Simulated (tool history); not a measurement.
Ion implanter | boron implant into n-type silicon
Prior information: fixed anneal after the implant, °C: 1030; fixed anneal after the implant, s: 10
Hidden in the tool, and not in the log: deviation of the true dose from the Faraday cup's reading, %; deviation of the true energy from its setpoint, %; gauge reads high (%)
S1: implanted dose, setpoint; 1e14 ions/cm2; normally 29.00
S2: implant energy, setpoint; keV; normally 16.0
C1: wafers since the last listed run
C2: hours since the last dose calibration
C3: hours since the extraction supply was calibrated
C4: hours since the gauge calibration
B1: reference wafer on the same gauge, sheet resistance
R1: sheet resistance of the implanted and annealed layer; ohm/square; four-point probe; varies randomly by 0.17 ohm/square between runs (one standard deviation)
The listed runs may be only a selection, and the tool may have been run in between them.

run	hour	S1	S2	C1	C2	C3	C4	B1	R1
1	0.0	29.00	16.0	0	1177.3	2050.7	967.2	65.31	73.88
2	51.0	29.00	16.0	1220	1228.3	2101.7	1018.2	65.27	73.98
3	87.0	29.00	16.0	861	1264.3	2137.7	1054.2	65.28	73.71
4	131.2	29.00	16.0	1058	1308.5	2181.9	1098.4	65.32	73.76
5	157.1	29.00	16.0	620	1334.4	2207.8	1124.3	65.29	73.94
6	210.0	29.00	16.0	1266	1387.3	2260.7	1177.2	65.36	74.04
7	264.2	29.00	16.0	1297	1441.5	2314.9	1231.4	65.35	73.85
8	306.7	29.00	16.0	1017	1484.0	2357.4	1273.9	65.45	74.23
9	362.1	35.27	16.0	1326	1539.4	2412.8	1329.3	65.37	71.39
10	392.6	29.00	16.0	730	1569.9	2443.3	1359.8	65.40	74.24
11	450.9	24.67	12.5	1395	1628.2	2501.6	1418.1	65.47	88.08
12	498.6	24.67	12.5	1141	1675.9	2549.3	1465.8	65.48	87.90
# hour 530.9: extraction supply calibrated
13	553.5	29.00	16.0	1122	1730.8	22.6	1520.7	65.41	74.25
14	593.1	29.00	16.0	947	1770.4	62.2	1560.3	65.48	74.13
15	658.7	32.66	20.0	1570	1836.0	127.8	1625.9	65.49	64.61
16	699.8	34.97	12.0	983	1877.1	168.9	1667.0	65.53	84.44
17	768.2	36.50	14.0	1637	1945.5	237.3	1735.4	65.55	76.71
18	820.4	23.65	16.0	1249	1997.7	289.5	1787.6	65.57	78.96
19	852.5	23.86	20.5	768	2029.8	321.6	1819.7	65.57	71.57
20	920.2	37.43	19.5	1620	2097.5	389.3	1887.4	65.57	63.56
21	948.7	22.30	14.0	682	2126.0	417.8	1915.9	65.49	85.60
22	1007.1	29.00	16.0	1398	2184.4	476.2	1974.3	65.48	74.09
# hour 1018.1: Faraday cup replaced and dose calibrated
# hour 1046.3: gauge calibrated
23	1058.7	29.00	16.0	1043	40.6	527.8	12.4	63.96	72.52
24	1117.4	29.00	16.0	1405	99.3	586.5	71.1	64.15	72.80
25	1155.3	35.38	12.0	907	137.2	624.4	109.0	64.16	83.34
26	1217.4	35.27	16.0	1486	199.3	686.5	171.1	64.27	70.06
27	1268.1	29.00	16.0	1213	250.0	737.2	221.8	64.39	72.82
28	1329.0	23.58	14.0	1457	310.9	798.1	282.7	64.37	83.21
29	1429.0	34.29	13.0	2393	410.9	898.1	382.7	64.52	80.08
30	1483.4	22.85	21.0	1302	465.3	952.5	437.1	64.54	71.64
31	1530.7	31.57	10.5	1132	512.6	999.8	484.4	64.69	92.52
32	1557.3	35.98	13.5	636	539.2	1026.4	511.0	64.68	77.69
33	1591.1	29.00	14.0	809	573.0	1060.2	544.8	64.76	78.93
34	1660.4	23.29	11.0	1658	642.3	1129.5	614.1	64.87	94.71
35	1713.9	31.57	10.5	1280	695.8	1183.0	667.6	64.82	92.74
36	1771.3	29.00	16.0	1374	753.2	1240.4	725.0	64.91	73.91
37	1814.9	24.40	11.0	1043	796.8	1284.0	768.6	64.91	93.83

Run by run, hidden condition taken away, random variation retained:
run	R1
1	72.45
2	72.52
3	72.24
4	72.27
5	72.44
6	72.51
7	72.30
8	72.65
9	69.86
10	72.64
11	86.15
12	85.96
13	72.60
14	72.47
15	63.15
16	82.52
17	74.95
18	77.14
19	69.91
20	62.08
21	83.60
22	72.36
23	72.50
24	72.66
25	83.09
26	69.74
27	72.40
28	82.64
29	79.37
30	70.94
31	91.55
32	76.84
33	78.04
34	93.55
35	91.54
36	72.91
37	92.51

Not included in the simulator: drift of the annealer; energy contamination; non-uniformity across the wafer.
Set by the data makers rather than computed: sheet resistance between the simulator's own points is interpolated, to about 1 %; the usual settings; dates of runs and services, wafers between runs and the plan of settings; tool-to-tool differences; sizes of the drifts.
